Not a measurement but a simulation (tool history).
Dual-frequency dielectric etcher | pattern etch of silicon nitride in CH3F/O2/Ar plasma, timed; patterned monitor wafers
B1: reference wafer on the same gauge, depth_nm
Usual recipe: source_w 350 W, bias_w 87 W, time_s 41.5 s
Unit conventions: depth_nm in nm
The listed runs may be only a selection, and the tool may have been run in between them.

{"run": 1, "hour": 0.0, "source_w": 350, "bias_w": 87, "time_s": 41.5, "B1": 31.01, "depth_nm": 29.98}
{"run": 2, "hour": 87.2, "source_w": 350, "bias_w": 87, "time_s": 41.5, "B1": 31.0, "depth_nm": 30.18}
{"run": 3, "hour": 135.3, "source_w": 350, "bias_w": 87, "time_s": 41.5, "B1": 30.98, "depth_nm": 30.18}
{"run": 4, "hour": 218.6, "source_w": 390, "bias_w": 87, "time_s": 41.5, "B1": 30.98, "depth_nm": 32.16}
{"run": 5, "hour": 326.3, "source_w": 390, "bias_w": 87, "time_s": 41.5, "B1": 30.98, "depth_nm": 32.32}
{"run": 6, "hour": 352.7, "source_w": 390, "bias_w": 87, "time_s": 41.5, "B1": 31.02, "depth_nm": 32.24}
{"run": 7, "hour": 509.0, "source_w": 350, "bias_w": 87, "time_s": 41.5, "B1": 30.99, "depth_nm": 29.61}
{"run": 8, "hour": 553.4, "source_w": 400, "bias_w": 76, "time_s": 41.5, "B1": 30.97, "depth_nm": 30.26}
{"run": 9, "hour": 635.6, "source_w": 400, "bias_w": 76, "time_s": 41.5, "B1": 31.0, "depth_nm": 30.22}
{"run": 10, "hour": 740.4, "source_w": 420, "bias_w": 97, "time_s": 41.5, "B1": 30.98, "depth_nm": 34.72}
{"run": 11, "hour": 795.1, "source_w": 310, "bias_w": 72, "time_s": 48.0, "B1": 31.02, "depth_nm": 29.42}
{"run": 12, "hour": 839.6, "source_w": 350, "bias_w": 87, "time_s": 31.5, "B1": 31.0, "depth_nm": 21.95}
{"run": 13, "hour": 892.7, "source_w": 420, "bias_w": 100, "time_s": 31.0, "B1": 30.99, "depth_nm": 25.49}
{"run": 14, "hour": 1089.3, "source_w": 350, "bias_w": 87, "time_s": 41.5, "B1": 31.0, "depth_nm": 28.92}
{"run": 15, "hour": 1133.9, "source_w": 350, "bias_w": 75, "time_s": 51.5, "B1": 31.01, "depth_nm": 33.59}
{"run": 16, "hour": 1184.5, "source_w": 350, "bias_w": 96, "time_s": 36.5, "B1": 30.96, "depth_nm": 26.77}
{"run": 17, "hour": 1282.5, "source_w": 350, "bias_w": 87, "time_s": 41.5, "B1": 30.98, "depth_nm": 29.05}
{"run": 18, "hour": 1378.6, "source_w": 370, "bias_w": 73, "time_s": 54.0, "B1": 30.97, "depth_nm": 36.19}
{"run": 19, "hour": 1462.9, "source_w": 380, "bias_w": 102, "time_s": 33.0, "B1": 30.98, "depth_nm": 26.05}
{"run": 20, "hour": 1546.3, "source_w": 300, "bias_w": 77, "time_s": 49.0, "B1": 31.0, "depth_nm": 29.39}
{"run": 21, "hour": 1599.5, "source_w": 350, "bias_w": 87, "time_s": 41.5, "B1": 30.97, "depth_nm": 29.1}
{"run": 22, "hour": 1638.7, "source_w": 350, "bias_w": 96, "time_s": 33.5, "B1": 31.01, "depth_nm": 24.6}
{"run": 23, "hour": 1737.2, "source_w": 350, "bias_w": 87, "time_s": 41.5, "B1": 30.99, "depth_nm": 29.2}
{"run": 24, "hour": 1838.2, "source_w": 400, "bias_w": 76, "time_s": 41.5, "B1": 30.99, "depth_nm": 29.84}
{"run": 25, "hour": 1922.0, "source_w": 350, "bias_w": 87, "time_s": 41.5, "B1": 31.0, "depth_nm": 29.26}
{"run": 26, "hour": 1970.2, "source_w": 350, "bias_w": 108, "time_s": 41.5, "B1": 30.96, "depth_nm": 32.13}
{"run": 27, "hour": 2063.6, "source_w": 400, "bias_w": 105, "time_s": 49.5, "B1": 30.97, "depth_nm": 41.01}
{"run": 28, "hour": 2130.4, "source_w": 430, "bias_w": 94, "time_s": 34.0, "B1": 30.99, "depth_nm": 27.89}

Not shown here: 8 entries made in the log between runs. Locate each between two listed runs and compare the hidden state at the listed run before it with the hidden state at the listed run after it:
From run 4 to run 5: wet clean of the chamber (hour 325.8)
  source power that arrives over what is set, %: 4.46 -> 4.58; bias power that arrives over what is set, %: 4.42 -> 4.67
  measured result minus the result with no hidden state, depth_nm: +1.42 -> +1.48 nm
From run 6 to run 7: bias power generator calibrated (hour 431.3)
  source power that arrives over what is set, %: 4.61 -> 4.78; bias power that arrives over what is set, %: 4.74 -> -0.365
  measured result minus the result with no hidden state, depth_nm: +1.49 -> +0.76 nm
From run 10 to run 11: gauge calibrated (hour 743.7)
  source power that arrives over what is set, %: 5.04 -> 5.1; bias power that arrives over what is set, %: -0.336 -> -0.325
  measured result minus the result with no hidden state, depth_nm: +0.94 -> +0.82 nm
From run 11 to run 12: source power generator calibrated (hour 807.7); upper electrode replaced (hour 837.1)
  source power that arrives over what is set, %: 5.1 -> 0.191; bias power that arrives over what is set, %: -0.325 -> -0.314
  measured result minus the result with no hidden state, depth_nm: +0.82 -> -0.01 nm
From run 12 to run 13: wet clean of the chamber (hour 870.2)
  source power that arrives over what is set, %: 0.191 -> 0.25; bias power that arrives over what is set, %: -0.314 -> -0.299
  measured result minus the result with no hidden state, depth_nm: -0.01 -> +0.01 nm
From run 17 to run 18: wet clean of the chamber (hour 1368.1)
  source power that arrives over what is set, %: 0.683 -> 0.79; bias power that arrives over what is set, %: -0.138 -> -0.0837
  measured result minus the result with no hidden state, depth_nm: +0.10 -> +0.16 nm
From run 24 to run 25: wet clean of the chamber (hour 1921.5)
  source power that arrives over what is set, %: 1.3 -> 1.39; bias power that arrives over what is set, %: 0.257 -> 0.334
  measured result minus the result with no hidden state, depth_nm: +0.27 -> +0.29 nm

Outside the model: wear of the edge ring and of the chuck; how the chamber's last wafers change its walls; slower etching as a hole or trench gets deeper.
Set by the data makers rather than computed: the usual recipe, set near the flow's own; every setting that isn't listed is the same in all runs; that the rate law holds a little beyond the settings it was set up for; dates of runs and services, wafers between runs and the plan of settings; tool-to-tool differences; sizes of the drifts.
